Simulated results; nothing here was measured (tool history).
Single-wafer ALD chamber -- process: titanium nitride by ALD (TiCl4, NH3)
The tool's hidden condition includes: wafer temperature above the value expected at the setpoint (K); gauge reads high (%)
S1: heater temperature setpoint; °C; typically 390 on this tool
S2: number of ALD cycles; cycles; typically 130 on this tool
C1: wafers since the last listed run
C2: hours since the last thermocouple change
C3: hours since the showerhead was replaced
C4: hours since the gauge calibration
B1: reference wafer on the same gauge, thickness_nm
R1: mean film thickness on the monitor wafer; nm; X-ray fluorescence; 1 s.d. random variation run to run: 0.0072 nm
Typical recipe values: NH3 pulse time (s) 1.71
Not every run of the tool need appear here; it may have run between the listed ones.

run 1 hour=0 | S1=390 S2=130 NH3_pulse_time_(s)=2.16 | C1=0 C2=1293 C3=5492.9 C4=74.3 | B1=2.887 | R1=2.93
run 2 hour=14.2 | S1=390 S2=130 NH3_pulse_time_(s)=1.71 | C1=25 C2=1307.2 C3=5507.1 C4=88.5 | B1=2.89 | R1=2.914
run 3 hour=24.6 | S1=386 S2=130 NH3_pulse_time_(s)=1.71 | C1=18 C2=1317.6 C3=5517.5 C4=98.9 | B1=2.89 | R1=2.907
run 4 hour=32.3 | S1=386 S2=130 NH3_pulse_time_(s)=1.71 | C1=13 C2=1325.3 C3=5525.2 C4=106.6 | B1=2.892 | R1=2.903
run 5 hour=39.2 | S1=401 S2=130 NH3_pulse_time_(s)=1.71 | C1=12 C2=1332.2 C3=5532.1 C4=113.5 | B1=2.893 | R1=2.949
run 6 hour=46.4 | S1=401 S2=130 NH3_pulse_time_(s)=1.71 | C1=13 C2=1339.4 C3=5539.3 C4=120.7 | B1=2.89 | R1=2.96
run 7 hour=60.4 | S1=401 S2=130 NH3_pulse_time_(s)=1.71 | C1=25 C2=1353.4 C3=5553.3 C4=134.7 | B1=2.893 | R1=2.952
run 8 hour=76.4 | S1=390 S2=130 NH3_pulse_time_(s)=1.71 | C1=28 C2=1369.4 C3=5569.3 C4=150.7 | B1=2.895 | R1=2.919
run 9 hour=86.6 | S1=385 S2=130 NH3_pulse_time_(s)=1.71 | C1=18 C2=1379.6 C3=5579.5 C4=160.9 | B1=2.896 | R1=2.91
run 10 hour=104.5 | S1=390 S2=130 NH3_pulse_time_(s)=1.71 | C1=32 C2=1397.5 C3=5597.4 C4=178.8 | B1=2.896 | R1=2.929
-- hour=113.6 showerhead replaced
run 11 hour=116.3 | S1=390 S2=130 NH3_pulse_time_(s)=1.71 | C1=6 C2=1409.3 C3=2.7 C4=190.6 | B1=2.897 | R1=2.911
run 12 hour=132.7 | S1=390 S2=130 NH3_pulse_time_(s)=1.71 | C1=29 C2=1425.7 C3=19.1 C4=207 | B1=2.895 | R1=2.928
run 13 hour=144.1 | S1=390 S2=130 NH3_pulse_time_(s)=1.71 | C1=20 C2=1437.1 C3=30.5 C4=218.4 | B1=2.895 | R1=2.922
run 14 hour=150.8 | S1=390 S2=130 NH3_pulse_time_(s)=1.71 | C1=12 C2=1443.8 C3=37.2 C4=225.1 | B1=2.898 | R1=2.907
run 15 hour=165.5 | S1=394 S2=137 NH3_pulse_time_(s)=1.53 | C1=26 C2=1458.5 C3=51.9 C4=239.8 | B1=2.898 | R1=3.092
run 16 hour=171.7 | S1=390 S2=121 NH3_pulse_time_(s)=1.71 | C1=11 C2=1464.7 C3=58.1 C4=246 | B1=2.898 | R1=2.723
run 17 hour=183.8 | S1=378 S2=105 NH3_pulse_time_(s)=1.36 | C1=21 C2=1476.8 C3=70.2 C4=258.1 | B1=2.897 | R1=2.3
-- hour=193.8 gauge calibrated
run 18 hour=193.9 | S1=385 S2=111 NH3_pulse_time_(s)=2.26 | C1=18 C2=1486.9 C3=80.3 C4=0.1 | B1=2.867 | R1=2.473
run 19 hour=205.9 | S1=390 S2=130 NH3_pulse_time_(s)=1.71 | C1=21 C2=1498.9 C3=92.3 C4=12.1 | B1=2.875 | R1=2.902
run 20 hour=213.3 | S1=404 S2=130 NH3_pulse_time_(s)=1.71 | C1=13 C2=1506.3 C3=99.7 C4=19.5 | B1=2.875 | R1=2.943
run 21 hour=225.5 | S1=390 S2=130 NH3_pulse_time_(s)=1.71 | C1=22 C2=1518.5 C3=111.9 C4=31.7 | B1=2.878 | R1=2.905

Run 22, settings as shown, results not yet in. Your forecast:
run 22 hour=240.3 | S1=390 S2=130 NH3_pulse_time_(s)=1.71 | C1=26 C2=1533.3 C3=126.7 C4=46.5 | B1=? | R1=?

B1: 2.882
R1: 2.91 nm
Minus the tool's unlogged condition, the same run would have read R1 2.898 nm.
